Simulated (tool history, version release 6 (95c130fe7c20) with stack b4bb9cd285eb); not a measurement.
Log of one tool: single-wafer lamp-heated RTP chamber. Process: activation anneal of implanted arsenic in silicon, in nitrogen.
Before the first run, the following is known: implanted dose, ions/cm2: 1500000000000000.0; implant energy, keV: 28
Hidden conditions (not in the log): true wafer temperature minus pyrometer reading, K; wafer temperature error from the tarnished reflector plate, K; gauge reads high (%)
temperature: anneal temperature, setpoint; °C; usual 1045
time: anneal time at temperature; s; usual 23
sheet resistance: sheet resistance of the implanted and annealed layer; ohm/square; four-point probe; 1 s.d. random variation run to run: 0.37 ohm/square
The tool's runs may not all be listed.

run,day,temperature,time,wafers since the last listed run,wafers since the last pyrometer calibration,wafers since the reflector plate was cleaned,hours since the gauge calibration,"read-back reference wafer on the same gauge, sheet resistance",sheet resistance
1,0,1045,23,0,995,1742,73.4,74.05,85.14
2,0.483,1045,23,124,1120,1867,85,74.07,85.71
3,1.05,1045,23,146,1266,2014,98.6,74.1,85.61
4,1.471,1045,23,108,1375,2122,108.7,73.96,85.08
5,1.912,1035,23,114,1489,2236,119.3,73.94,87.23
6,2.396,1035,23,124,1614,2361,130.9,73.98,88.23
7,2.871,1045,23,122,1737,2484,142.3,74.08,85.11
8,3.475,1045,23,156,1893,2640,156.8,73.89,85.31
9,4.092,1045,23,159,2052,2799,171.6,73.98,85.86
10,4.708,1045,31,159,2211,2959,186.4,74.04,82.66
11,5.338,1033,23,162,2374,3121,201.5,73.99,88.98
# day 5.588: gauge calibrated
# day 6.183: pyrometer window cleaned and pyrometer calibrated
12,6.204,1045,14,137,4,3259,14.8,74.03,89.92
13,6.375,1045,14,44,49,3303,18.9,73.98,89.63
14,6.658,1045,30,73,122,3376,25.7,73.83,83.03
15,7.192,1045,23,137,260,3514,38.5,74.07,85.12
16,7.567,1034,33,96,356,3611,47.5,74.05,84.16
17,8.275,1034,33,182,539,3794,64.5,74.03,84.64
18,8.529,1035,23,65,605,3860,70.6,74,88.01
19,8.958,1045,23,110,716,3971,80.9,74.01,85.56
20,9.45,1024,23,127,843,4098,92.7,74.03,90.24
21,9.996,1017,18,141,984,4239,105.8,74.03,93.64
# day 10.479: reflector plate cleaned
22,10.696,1036,23,94,1079,56,122.6,73.87,87.42
23,11.088,1045,34,101,1180,157,132,73.92,81.72
24,11.5,1045,23,106,1286,263,141.9,73.85,85.65
25,11.958,1045,13,118,1405,382,152.9,74,90.66
26,12.471,1032,32,132,1537,514,165.2,74.02,85.78
27,13.212,1025,23,191,1729,706,183,74.02,90.19
28,13.467,1045,23,65,1795,772,189.1,74.04,85.37
29,13.996,1045,23,136,1931,908,201.8,74.05,85.45
30,14.375,1023,23,97,2029,1006,210.9,73.99,90.82
31,14.75,1059,30,96,2126,1103,219.9,74.11,80.1
32,15.35,1018,15,155,2281,1258,234.3,73.96,94.25
33,15.638,1045,23,74,2355,1332,241.2,74.06,85.72
34,15.908,1035,23,69,2425,1402,247.7,74,88
35,16.188,1019,36,72,2497,1474,254.4,73.97,87.24
# day 16.383: gauge calibrated
# day 16.812: pyrometer window cleaned and pyrometer calibrated
36,16.833,1065,14,80,5,1555,10.8,74.1,85.8
37,17.462,1027,12,162,167,1718,25.9,74.08,94.78

Give the tool's hidden conditions for every run:
true wafer temperature minus pyrometer reading, K: 0 in every run
wafer temperature error from the tarnished reflector plate, K: 0 in every run
gauge reads high (%): 0 in every run
